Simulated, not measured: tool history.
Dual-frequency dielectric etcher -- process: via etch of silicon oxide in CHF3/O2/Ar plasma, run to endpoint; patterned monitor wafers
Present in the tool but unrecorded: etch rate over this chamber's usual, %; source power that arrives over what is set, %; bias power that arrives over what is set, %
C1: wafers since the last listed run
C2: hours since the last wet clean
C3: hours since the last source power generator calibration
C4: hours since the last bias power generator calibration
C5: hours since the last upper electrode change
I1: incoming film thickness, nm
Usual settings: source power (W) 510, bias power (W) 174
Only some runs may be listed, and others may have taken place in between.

{"run": 1, "hour": 0.0, "source power (W)": 510, "bias power (W)": 174, "C1": 0, "C2": 320.0, "C3": 2469.8, "C4": 2135.1, "C5": 2678.8, "I1": 526.3, "endpoint time (s)": 300.4}
{"run": 2, "hour": 17.7, "source power (W)": 510, "bias power (W)": 174, "C1": 84, "C2": 337.7, "C3": 2487.5, "C4": 2152.8, "C5": 2696.5, "I1": 521.4, "endpoint time (s)": 298.2}
{"run": 3, "hour": 31.6, "source power (W)": 510, "bias power (W)": 174, "C1": 66, "C2": 351.6, "C3": 2501.4, "C4": 2166.7, "C5": 2710.4, "I1": 516.7, "endpoint time (s)": 298.2}
{"run": 4, "hour": 43.5, "source power (W)": 570, "bias power (W)": 174, "C1": 56, "C2": 363.5, "C3": 2513.3, "C4": 2178.6, "C5": 2722.3, "I1": 521.1, "endpoint time (s)": 288.4}
{"run": 5, "hour": 49.9, "source power (W)": 570, "bias power (W)": 174, "C1": 30, "C2": 369.9, "C3": 2519.7, "C4": 2185.0, "C5": 2728.7, "I1": 527.5, "endpoint time (s)": 292.8}
{"run": 6, "hour": 58.5, "source power (W)": 570, "bias power (W)": 174, "C1": 40, "C2": 378.5, "C3": 2528.3, "C4": 2193.6, "C5": 2737.3, "I1": 523.4, "endpoint time (s)": 291.5}
{"run": 7, "hour": 76.3, "source power (W)": 510, "bias power (W)": 174, "C1": 84, "C2": 396.3, "C3": 2546.1, "C4": 2211.4, "C5": 2755.1, "I1": 528.3, "endpoint time (s)": 303.4}
{"run": 8, "hour": 86.5, "source power (W)": 510, "bias power (W)": 174, "C1": 48, "C2": 406.5, "C3": 2556.3, "C4": 2221.6, "C5": 2765.3, "I1": 518.3, "endpoint time (s)": 299.1}
{"run": 9, "hour": 102.1, "source power (W)": 610, "bias power (W)": 149, "C1": 74, "C2": 422.1, "C3": 2571.9, "C4": 2237.2, "C5": 2780.9, "I1": 525.0, "endpoint time (s)": 302.6}
{"run": 10, "hour": 144.1, "source power (W)": 610, "bias power (W)": 149, "C1": 199, "C2": 464.1, "C3": 2613.9, "C4": 2279.2, "C5": 2822.9, "I1": 521.3, "endpoint time (s)": 299.4}
{"run": 11, "hour": 157.8, "source power (W)": 510, "bias power (W)": 142, "C1": 65, "C2": 477.8, "C3": 2627.6, "C4": 2292.9, "C5": 2836.6, "I1": 520.5, "endpoint time (s)": 321.3}
{"hour": 178.9, "done": "source power generator calibrated"}
{"hour": 190.7, "done": "wet clean of the chamber"}
{"hour": 199.2, "done": "bias power generator calibrated"}
{"hour": 203.5, "done": "upper electrode replaced"}
{"run": 12, "hour": 204.0, "source power (W)": 510, "bias power (W)": 142, "C1": 105, "C2": 13.3, "C3": 25.1, "C4": 4.8, "C5": 0.5, "I1": 520.3, "endpoint time (s)": 289.9}
{"run": 13, "hour": 204.4, "source power (W)": 510, "bias power (W)": 174, "C1": 1, "C2": 13.7, "C3": 25.5, "C4": 5.2, "C5": 0.9, "I1": 522.7, "endpoint time (s)": 272.8}
{"run": 14, "hour": 204.8, "source power (W)": 510, "bias power (W)": 174, "C1": 1, "C2": 14.1, "C3": 25.9, "C4": 5.6, "C5": 1.3, "I1": 514.1, "endpoint time (s)": 266.1}
{"run": 15, "hour": 213.2, "source power (W)": 510, "bias power (W)": 174, "C1": 39, "C2": 22.5, "C3": 34.3, "C4": 14.0, "C5": 9.7, "I1": 520.2, "endpoint time (s)": 271.0}
{"run": 16, "hour": 219.5, "source power (W)": 600, "bias power (W)": 174, "C1": 29, "C2": 28.8, "C3": 40.6, "C4": 20.3, "C5": 16.0, "I1": 517.9, "endpoint time (s)": 255.5}
{"run": 17, "hour": 233.6, "source power (W)": 450, "bias power (W)": 147, "C1": 67, "C2": 42.9, "C3": 54.7, "C4": 34.4, "C5": 30.1, "I1": 520.4, "endpoint time (s)": 301.7}
{"hour": 265.6, "done": "wet clean of the chamber, repeated, since the last time left the tool worse"}
{"run": 18, "hour": 266.1, "source power (W)": 430, "bias power (W)": 197, "C1": 40, "C2": 0.5, "C3": 87.2, "C4": 66.9, "C5": 62.6, "I1": 521.5, "endpoint time (s)": 294.5}
{"run": 19, "hour": 266.7, "source power (W)": 380, "bias power (W)": 142, "C1": 2, "C2": 1.1, "C3": 87.8, "C4": 67.5, "C5": 63.2, "I1": 518.7, "endpoint time (s)": 340.4}
{"run": 20, "hour": 278.7, "source power (W)": 510, "bias power (W)": 174, "C1": 57, "C2": 13.1, "C3": 99.8, "C4": 79.5, "C5": 75.2, "I1": 517.1, "endpoint time (s)": 287.6}
{"run": 21, "hour": 294.4, "source power (W)": 510, "bias power (W)": 174, "C1": 74, "C2": 28.8, "C3": 115.5, "C4": 95.2, "C5": 90.9, "I1": 528.0, "endpoint time (s)": 293.2}
{"run": 22, "hour": 304.4, "source power (W)": 600, "bias power (W)": 193, "C1": 47, "C2": 38.8, "C3": 125.5, "C4": 105.2, "C5": 100.9, "I1": 520.9, "endpoint time (s)": 265.2}
{"run": 23, "hour": 317.4, "source power (W)": 410, "bias power (W)": 205, "C1": 61, "C2": 51.8, "C3": 138.5, "C4": 118.2, "C5": 113.9, "I1": 522.6, "endpoint time (s)": 296.3}
{"run": 24, "hour": 324.5, "source power (W)": 510, "bias power (W)": 174, "C1": 33, "C2": 58.9, "C3": 145.6, "C4": 125.3, "C5": 121.0, "I1": 528.7, "endpoint time (s)": 294.3}
{"run": 25, "hour": 337.8, "source power (W)": 540, "bias power (W)": 132, "C1": 63, "C2": 72.2, "C3": 158.9, "C4": 138.6, "C5": 134.3, "I1": 516.3, "endpoint time (s)": 311.7}
{"run": 26, "hour": 345.1, "source power (W)": 510, "bias power (W)": 174, "C1": 34, "C2": 79.5, "C3": 166.2, "C4": 145.9, "C5": 141.6, "I1": 520.3, "endpoint time (s)": 293.1}
{"run": 27, "hour": 356.8, "source power (W)": 450, "bias power (W)": 146, "C1": 55, "C2": 91.2, "C3": 177.9, "C4": 157.6, "C5": 153.3, "I1": 514.9, "endpoint time (s)": 316.7}
{"run": 28, "hour": 363.2, "source power (W)": 460, "bias power (W)": 204, "C1": 30, "C2": 97.6, "C3": 184.3, "C4": 164.0, "C5": 159.7, "I1": 519.4, "endpoint time (s)": 285.2}
{"run": 29, "hour": 379.6, "source power (W)": 470, "bias power (W)": 214, "C1": 77, "C2": 114.0, "C3": 200.7, "C4": 180.4, "C5": 176.1, "I1": 524.8, "endpoint time (s)": 280.3}
{"run": 30, "hour": 391.4, "source power (W)": 410, "bias power (W)": 134, "C1": 56, "C2": 125.8, "C3": 212.5, "C4": 192.2, "C5": 187.9, "I1": 518.8, "endpoint time (s)": 343.4}
{"run": 31, "hour": 404.8, "source power (W)": 560, "bias power (W)": 197, "C1": 63, "C2": 139.2, "C3": 225.9, "C4": 205.6, "C5": 201.3, "I1": 521.2, "endpoint time (s)": 271.8}

Take each entry between the runs: how does the hidden state at the last listed run before it differ from the hidden state at the first listed run after it?
Run 11 -> run 12: source power generator calibrated (hour 178.9); wet clean of the chamber (hour 190.7); bias power generator calibrated (hour 199.2); upper electrode replaced (hour 203.5)
  etch rate over this chamber's usual, %: -3.91 -> 6.8
  what was measured, less what the result would be without the hidden state, endpoint time (s): +12.6 -> -19.7
Run 17 -> run 18: wet clean of the chamber, repeated, since the last time left the tool worse (hour 265.6)
  etch rate over this chamber's usual, %: 6.57 -> 0.0304
  what was measured, less what the result would be without the hidden state, endpoint time (s): -19.8 -> -0.1

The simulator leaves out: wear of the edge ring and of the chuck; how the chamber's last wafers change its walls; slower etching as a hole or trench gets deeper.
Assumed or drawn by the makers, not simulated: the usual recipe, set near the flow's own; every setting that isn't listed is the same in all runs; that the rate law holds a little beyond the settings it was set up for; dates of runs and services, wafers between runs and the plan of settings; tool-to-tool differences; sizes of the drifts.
